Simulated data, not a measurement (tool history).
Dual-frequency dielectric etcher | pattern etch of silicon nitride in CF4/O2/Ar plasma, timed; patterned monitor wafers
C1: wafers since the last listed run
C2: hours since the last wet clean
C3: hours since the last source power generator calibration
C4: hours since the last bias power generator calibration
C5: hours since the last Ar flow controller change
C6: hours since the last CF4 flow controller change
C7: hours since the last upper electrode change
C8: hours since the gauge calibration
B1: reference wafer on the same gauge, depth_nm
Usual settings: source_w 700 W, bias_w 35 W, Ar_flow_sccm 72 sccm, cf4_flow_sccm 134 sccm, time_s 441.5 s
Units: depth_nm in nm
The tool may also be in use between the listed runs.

Run 1, hour 0.0: usual settings but time_s 471.5 s; C1 0; C2 282.2; C3 2716.9; C4 2857.3; C5 5139.7; C6 1795.8; C7 5536.4; C8 37.3; B1 860.7. Result: depth_nm 1014.0 nm.
Run 2, hour 7.2: usual settings but time_s 471.5 s; C1 28; C2 289.4; C3 2724.1; C4 2864.5; C5 5146.9; C6 1803.0; C7 5543.6; C8 44.5; B1 860.8. Result: depth_nm 1006.1 nm.
Run 3, hour 23.6: usual settings but time_s 471.5 s; C1 64; C2 305.8; C3 2740.5; C4 2880.9; C5 5163.3; C6 1819.4; C7 5560.0; C8 60.9; B1 857.1. Result: depth_nm 999.6 nm.
Run 4, hour 36.4: usual settings but cf4_flow_sccm 114 sccm; C1 50; C2 318.6; C3 2753.3; C4 2893.7; C5 5176.1; C6 1832.2; C7 5572.8; C8 73.7; B1 860.7. Result: depth_nm 928.3 nm.
Run 5, hour 43.5: usual settings; C1 27; C2 325.7; C3 2760.4; C4 2900.8; C5 5183.2; C6 1839.3; C7 5579.9; C8 80.8; B1 863.0. Result: depth_nm 941.1 nm.
Run 6, hour 60.4: usual settings; C1 66; C2 342.6; C3 2777.3; C4 2917.7; C5 5200.1; C6 1856.2; C7 5596.8; C8 97.7; B1 862.9. Result: depth_nm 940.2 nm.
Run 7, hour 72.2: usual settings; C1 46; C2 354.4; C3 2789.1; C4 2929.5; C5 5211.9; C6 1868.0; C7 5608.6; C8 109.5; B1 856.7. Result: depth_nm 938.8 nm.
Run 8, hour 78.8: usual settings; C1 26; C2 361.0; C3 2795.7; C4 2936.1; C5 5218.5; C6 1874.6; C7 5615.2; C8 116.1; B1 862.0. Result: depth_nm 944.3 nm.
At hour 104.0: wet clean of the chamber.
Run 9, hour 104.5: usual settings; C1 6; C2 0.5; C3 2821.4; C4 2961.8; C5 5244.2; C6 1900.3; C7 5640.9; C8 141.8; B1 859.3. Result: depth_nm 906.9 nm.
Run 10, hour 104.9: usual settings but source_w 810 W; C1 1; C2 0.9; C3 2821.8; C4 2962.2; C5 5244.6; C6 1900.7; C7 5641.3; C8 142.2; B1 860.8. Result: depth_nm 1060.4 nm.
At hour 120.5: CF4 flow controller replaced.
Run 11, hour 121.0: usual settings but Ar_flow_sccm 77 sccm; C1 39; C2 17.0; C3 2837.9; C4 2978.3; C5 5260.7; C6 0.5; C7 5657.4; C8 158.3; B1 859.6. Result: depth_nm 891.8 nm.
At hour 123.9: gauge calibrated.
At hour 152.7: upper electrode replaced.
At hour 165.4: source power generator calibrated.
At hour 166.6: Ar flow controller replaced.
At hour 171.6: wet clean of the chamber, repeated, since the last time left the tool worse.
Run 12, hour 172.1: usual settings but bias_w 30 W; C1 66; C2 0.5; C3 6.7; C4 3029.4; C5 5.5; C6 51.6; C7 19.4; C8 48.2; B1 862.4. Result: depth_nm 908.6 nm.
Run 13, hour 172.6: usual settings; C1 1; C2 1.0; C3 7.2; C4 3029.9; C5 6.0; C6 52.1; C7 19.9; C8 48.7; B1 859.0. Result: depth_nm 964.9 nm.
Run 14, hour 178.6: usual settings but Ar_flow_sccm 83 sccm; C1 23; C2 7.0; C3 13.2; C4 3035.9; C5 12.0; C6 58.1; C7 25.9; C8 54.7; B1 860.9. Result: depth_nm 942.4 nm.
Run 15, hour 189.0: usual settings; C1 40; C2 17.4; C3 23.6; C4 3046.3; C5 22.4; C6 68.5; C7 36.3; C8 65.1; B1 861.6. Result: depth_nm 967.0 nm.
Run 16, hour 205.8: usual settings but source_w 870 W, bias_w 40 W, time_s 491.5 s; C1 66; C2 34.2; C3 40.4; C4 3063.1; C5 39.2; C6 85.3; C7 53.1; C8 81.9; B1 857.0. Result: depth_nm 1431.4 nm.
At hour 217.2: bias power generator calibrated.
Run 17, hour 256.7: usual settings but source_w 770 W; C1 184; C2 85.1; C3 91.3; C4 39.5; C5 90.1; C6 136.2; C7 104.0; C8 132.8; B1 863.4. Result: depth_nm 1061.5 nm.
Run 18, hour 273.7: usual settings but time_s 483.5 s; C1 67; C2 102.1; C3 108.3; C4 56.5; C5 107.1; C6 153.2; C7 121.0; C8 149.8; B1 861.5. Result: depth_nm 1050.2 nm.
Run 19, hour 281.1: usual settings; C1 29; C2 109.5; C3 115.7; C4 63.9; C5 114.5; C6 160.6; C7 128.4; C8 157.2; B1 862.8. Result: depth_nm 970.9 nm.

Forecast each of these 5 alternatives for the next run:
Run A, hour 281.6: usual settings but source_w 820 W; C1 1; C2 110.0; C3 116.2; C4 64.4; C5 115.0; C6 161.1; C7 128.9; C8 157.7; B1 ?. Result: depth_nm ?.
Run B, hour 281.6: usual settings but source_w 800 W, cf4_flow_sccm 117 sccm, time_s 332.5 s; C1 1; C2 110.0; C3 116.2; C4 64.4; C5 115.0; C6 161.1; C7 128.9; C8 157.7; B1 ?. Result: depth_nm ?.
Run C, hour 281.6: usual settings but time_s 549.0 s; C1 1; C2 110.0; C3 116.2; C4 64.4; C5 115.0; C6 161.1; C7 128.9; C8 157.7; B1 ?. Result: depth_nm ?.
Run D, hour 281.6: usual settings but cf4_flow_sccm 113 sccm; C1 1; C2 110.0; C3 116.2; C4 64.4; C5 115.0; C6 161.1; C7 128.9; C8 157.7; B1 ?. Result: depth_nm ?.
Run E, hour 281.6: usual settings but source_w 550 W, Ar_flow_sccm 89 sccm; C1 1; C2 110.0; C3 116.2; C4 64.4; C5 115.0; C6 161.1; C7 128.9; C8 157.7; B1 ?. Result: depth_nm ?.

run     B1  depth_nm
  A  860.1    1141.7
  B  860.1     823.1
  C  860.1    1199.5
  D  860.1     943.6
  E  860.1     722.8
Without the tool's hidden state the same runs would have given:
run  depth_nm
  A    1151.4
  B     830.2
  C    1209.7
  D     951.6
  E     728.9
